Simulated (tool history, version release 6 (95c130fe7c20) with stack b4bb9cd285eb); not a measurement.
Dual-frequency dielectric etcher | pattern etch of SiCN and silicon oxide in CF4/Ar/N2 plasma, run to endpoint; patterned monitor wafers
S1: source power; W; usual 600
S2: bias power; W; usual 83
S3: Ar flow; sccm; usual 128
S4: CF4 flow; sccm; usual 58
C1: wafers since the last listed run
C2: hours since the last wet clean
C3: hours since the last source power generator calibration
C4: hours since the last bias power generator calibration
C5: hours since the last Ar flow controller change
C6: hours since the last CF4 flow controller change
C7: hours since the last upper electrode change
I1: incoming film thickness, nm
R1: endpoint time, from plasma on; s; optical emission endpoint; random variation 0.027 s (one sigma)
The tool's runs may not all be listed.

run	hour	S1	S2	S3	S4	C1	C2	C3	C4	C5	C6	C7	I1	R1
1	0.0	600	83	128	58	0	125.9	1652.7	3329.7	4872.6	1515.6	5089.8	9.57	8.6
2	50.9	600	74	128	58	871	176.8	1703.6	3380.6	4923.5	1566.5	5140.7	9.63	9.1
3	109.1	600	74	128	58	996	235.0	1761.8	3438.8	4981.7	1624.7	5198.9	9.67	9.1
4	157.5	600	83	128	58	828	283.4	1810.2	3487.2	5030.1	1673.1	5247.3	9.58	8.6
5	211.6	600	83	128	58	926	337.5	1864.3	3541.3	5084.2	1727.2	5301.4	9.54	8.5
6	281.0	600	83	128	58	1188	406.9	1933.7	3610.7	5153.6	1796.6	5370.8	9.63	8.6
# hour 314.6: CF4 flow controller replaced
7	327.3	670	83	128	58	689	453.2	1980.0	3657.0	5199.9	12.7	5417.1	9.50	7.5
8	381.8	600	67	128	65	932	507.7	2034.5	3711.5	5254.4	67.2	5471.6	9.57	9.3
# hour 432.4: upper electrode replaced
9	432.9	600	67	128	65	463	558.8	2085.6	3762.6	5305.5	118.3	0.5	9.59	9.4
# hour 441.3: bias power generator calibrated
10	463.5	600	67	128	65	455	589.4	2116.2	22.2	5336.1	148.9	31.1	9.65	9.4
# hour 511.0: source power generator calibrated
11	511.9	600	83	128	58	760	637.8	0.9	70.6	5384.5	197.3	79.5	9.57	8.6
# hour 592.0: wet clean of the chamber
12	592.5	600	83	157	63	968	0.5	81.5	151.2	5465.1	277.9	160.1	9.63	8.9
13	614.5	510	83	128	45	376	22.5	103.5	173.2	5487.1	299.9	182.1	9.60	10.8
14	649.7	600	83	146	58	602	57.7	138.7	208.4	5522.3	335.1	217.3	9.62	8.9
15	695.6	520	83	145	69	785	103.6	184.6	254.3	5568.2	381.0	263.2	9.55	10.2
16	724.3	730	100	109	53	491	132.3	213.3	283.0	5596.9	409.7	291.9	9.57	6.2
17	779.4	600	83	128	58	943	187.4	268.4	338.1	5652.0	464.8	347.0	9.63	8.6
# hour 814.9: Ar flow controller replaced
18	819.0	600	83	128	44	575	227.0	308.0	377.7	4.1	504.4	386.6	9.59	8.9
19	881.4	600	67	128	65	1068	289.4	370.4	440.1	66.5	566.8	449.0	9.65	9.4
20	931.6	600	83	128	58	859	339.6	420.6	490.3	116.7	617.0	499.2	9.50	8.5
21	978.0	470	83	160	58	794	386.0	467.0	536.7	163.1	663.4	545.6	9.66	12.1
22	1025.6	600	90	154	58	814	433.6	514.6	584.3	210.7	711.0	593.2	9.60	8.6

What the log doesn't show, run by run:
etch rate over this chamber's usual, %: 0 in every run
source power that arrives over what is set, %: 0 in every run
bias power that arrives over what is set, %: 0 in every run
Ar flow that arrives over what is set, %: 0 in every run
CF4 flow that arrives over what is set, %: 0 in every run
